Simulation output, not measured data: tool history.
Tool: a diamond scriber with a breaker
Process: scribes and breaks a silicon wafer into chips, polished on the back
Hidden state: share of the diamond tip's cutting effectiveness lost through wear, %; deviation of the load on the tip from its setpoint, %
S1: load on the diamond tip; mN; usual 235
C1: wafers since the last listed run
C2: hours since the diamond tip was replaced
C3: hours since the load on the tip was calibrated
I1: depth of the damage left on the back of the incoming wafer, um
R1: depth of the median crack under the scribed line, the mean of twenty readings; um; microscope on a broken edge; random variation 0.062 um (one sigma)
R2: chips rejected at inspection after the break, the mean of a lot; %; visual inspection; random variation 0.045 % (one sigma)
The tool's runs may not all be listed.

run	hour	S1	C1	C2	C3	I1	R1	R2
1	0.0	235	0	137.9	1325.2	0.04	13.64	0.94
2	8.3	235	24	146.2	1333.5	0.02	13.66	0.95
3	15.6	191	21	153.5	1340.8	0.04	12.21	2.89
4	28.4	235	37	166.3	1353.6	0.02	13.65	1.05
5	40.7	235	36	178.6	1365.9	0.02	13.56	1.03
6	49.7	253	26	187.6	1374.9	0.01	13.97	1.02
7	63.7	218	41	201.6	1388.9	0.02	12.91	1.57
# hour 71.3: diamond tip replaced by a new one
8	77.5	218	34	6.2	1402.7	0.04	13.73	1.02
9	89.7	218	35	18.4	1414.9	0.04	13.51	0.94
10	96.9	186	21	25.6	1422.1	0.02	12.57	2.19
11	112.0	276	44	40.7	1437.2	0.01	15.50	2.97
12	119.2	276	21	47.9	1444.4	0.01	15.38	3.09
13	131.1	276	35	59.8	1456.3	0.02	15.37	3.01
14	137.7	235	19	66.4	1462.9	0.04	14.23	1.11
15	144.6	235	20	73.3	1469.8	0.05	14.15	1.12
16	153.4	235	25	82.1	1478.6	0.03	14.09	1.05
17	160.6	235	21	89.3	1485.8	0.02	14.09	0.97
18	166.6	201	17	95.3	1491.8	0.02	12.97	1.26
19	178.9	300	36	107.6	1504.1	0.03	15.95	4.77
20	190.8	295	35	119.5	1516.0	0.03	15.73	4.08
21	206.7	235	46	135.4	1531.9	0.04	13.96	1.04
22	224.7	260	53	153.4	1549.9	0.05	14.66	1.67
23	239.0	235	42	167.7	1564.2	0.05	13.84	0.95
24	254.3	212	45	183.0	1579.5	0.04	12.92	1.37
25	288.5	256	100	217.2	1613.7	0.03	14.14	1.04
26	296.8	183	24	225.5	1622.0	0.03	11.82	4.15
# hour 307.6: diamond tip replaced by a new one
27	308.1	235	27	0.5	1633.3	0.05	14.38	1.34
# hour 321.7: load on the tip recalibrated
28	325.8	214	46	18.2	4.1	0.02	12.96	1.47
29	359.4	265	98	51.8	37.7	0.03	14.37	1.36
30	371.3	217	35	63.7	49.6	0.01	12.93	1.44
31	381.0	235	28	73.4	59.3	0.03	13.50	1.04
32	390.7	298	28	83.1	69.0	0.01	15.30	2.98
33	400.2	187	27	92.6	78.5	0.04	11.98	3.73
34	407.1	257	20	99.5	85.4	0.05	14.02	1.08
35	417.6	235	30	110.0	95.9	0.04	13.35	0.97
36	434.2	175	48	126.6	112.5	0.04	11.44	5.61
37	450.5	258	48	142.9	128.8	0.02	13.92	1.00
38	457.0	302	19	149.4	135.3	0.02	15.06	2.61
39	472.9	275	46	165.3	151.2	0.02	14.28	1.18
40	489.5	272	48	181.9	167.8	0.02	14.06	1.15
41	503.6	190	41	196.0	181.9	0.05	11.69	5.23
42	510.7	177	20	203.1	189.0	0.04	11.17	7.13

The tool's hidden state at each run:
H1: share of the diamond tip's cutting effectiveness lost through wear, %
H2: deviation of the load on the tip from its setpoint, %
run	H1	H2
1	4.28	6.2
2	4.73	6.29
3	5.13	6.38
4	5.9	6.53
5	6.69	6.67
6	7.31	6.78
7	8.33	6.95
8	0.466	7.12
9	0.522	7.27
10	0.582	7.36
11	0.768	7.54
12	0.888	7.64
13	1.13	7.79
14	1.28	7.87
15	1.46	7.96
16	1.72	8.07
17	1.95	8.16
18	2.16	8.24
19	2.62	8.4
20	3.13	8.56
21	3.88	8.77
22	4.85	9.01
23	5.71	9.21
24	6.71	9.42
25	9.27	9.89
26	9.96	10
27	0.288	10.2
28	0.35	-1.24
29	0.789	-1.24
30	1.05	-1.23
31	1.29	-1.23
32	1.58	-1.22
33	1.89	-1.21
34	2.14	-1.21
35	2.55	-1.2
36	3.28	-1.19
37	4.1	-1.17
38	4.46	-1.16
39	5.39	-1.14
40	6.47	-1.12
41	7.46	-1.1
42	7.99	-1.09
